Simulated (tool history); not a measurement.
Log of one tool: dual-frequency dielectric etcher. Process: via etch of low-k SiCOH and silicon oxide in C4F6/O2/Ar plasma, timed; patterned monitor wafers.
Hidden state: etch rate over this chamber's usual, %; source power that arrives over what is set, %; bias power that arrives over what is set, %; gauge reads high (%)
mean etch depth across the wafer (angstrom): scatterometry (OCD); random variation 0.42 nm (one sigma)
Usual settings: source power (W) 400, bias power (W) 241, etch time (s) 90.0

run	hour	source power (W)	bias power (W)	etch time (s)	wafers since the last listed run	hours since the last wet clean	hours since the last source power generator calibration	hours since the last bias power generator calibration	hours since the last upper electrode change	hours since the gauge calibration	read-back reference wafer on the same gauge, depth_nm	mean etch depth across the wafer (angstrom)
1	0.0	400	241	90.0	0	444.5	3434.5	2556.9	5903.6	106.4	337.0	2779
2	9.3	400	241	90.0	111	453.8	3443.8	2566.2	5912.9	115.7	337.0	2773
3	20.7	400	241	90.0	136	465.2	3455.2	2577.6	5924.3	127.1	337.0	2769
4	36.2	440	241	90.0	185	480.7	3470.7	2593.1	5939.8	142.6	337.0	2885
5	53.6	440	241	90.0	208	498.1	3488.1	2610.5	5957.2	160.0	337.0	2876
6	61.1	400	211	90.0	89	505.6	3495.6	2618.0	5964.7	167.5	337.0	2679
7	78.9	400	211	90.0	212	523.4	3513.4	2635.8	5982.5	185.3	337.0	2672
# hour 105.9: wet clean of the chamber
8	106.4	400	241	90.0	41	0.5	3540.9	2663.3	6010.0	212.8	337.0	2818
9	109.4	400	241	90.0	35	3.5	3543.9	2666.3	6013.0	215.8	337.1	2824
# hour 123.9: source power generator calibrated
# hour 128.0: bias power generator calibrated
10	128.5	400	241	90.0	132	22.6	4.6	0.5	6032.1	234.9	337.1	2814
# hour 128.8: gauge calibrated
11	131.5	370	210	90.0	35	25.6	7.6	3.5	6035.1	2.7	337.1	2642
12	140.8	400	296	90.0	111	34.9	16.9	12.8	6044.4	12.0	337.1	2978
# hour 165.9: upper electrode replaced
13	166.4	400	241	67.0	19	60.5	42.5	38.4	0.5	37.6	336.8	2089
14	166.7	400	241	90.0	3	60.8	42.8	38.7	0.8	37.9	337.0	2820
15	174.8	330	241	108.5	96	68.9	50.9	46.8	8.9	46.0	337.0	3134
16	189.4	450	185	73.5	174	83.5	65.5	61.4	23.5	60.6	337.1	2269
17	204.4	400	241	90.0	179	98.5	80.5	76.4	38.5	75.6	337.1	2809
18	218.8	360	293	75.5	172	112.9	94.9	90.8	52.9	90.0	336.9	2379
19	232.7	370	210	77.5	166	126.8	108.8	104.7	66.8	103.9	337.0	2265
20	250.6	480	265	114.5	214	144.7	126.7	122.6	84.7	121.8	337.0	3943

Hidden state at the last listed run before each entry between runs and at the first one after, where it differs:
Between runs 7 and 8: wet clean of the chamber (hour 105.9)
  etch rate over this chamber's usual, %: -1.94 -> -0.0438
  measured less the result without the state, mean etch depth across the wafer (angstrom): -53 -> -2
Between runs 9 and 10: source power generator calibrated (hour 123.9); bias power generator calibrated (hour 128.0)
  etch rate over this chamber's usual, %: -0.0551 -> -0.127
  measured less the result without the state, mean etch depth across the wafer (angstrom): -2 -> -3
Between runs 10 and 11: gauge calibrated (hour 128.8)
  etch rate over this chamber's usual, %: -0.127 -> -0.139
  measured less the result without the state, mean etch depth across the wafer (angstrom): -3 -> -4
Between runs 12 and 13: upper electrode replaced (hour 165.9)
  etch rate over this chamber's usual, %: -0.174 -> -0.271
  measured less the result without the state, mean etch depth across the wafer (angstrom): -5 -> -6
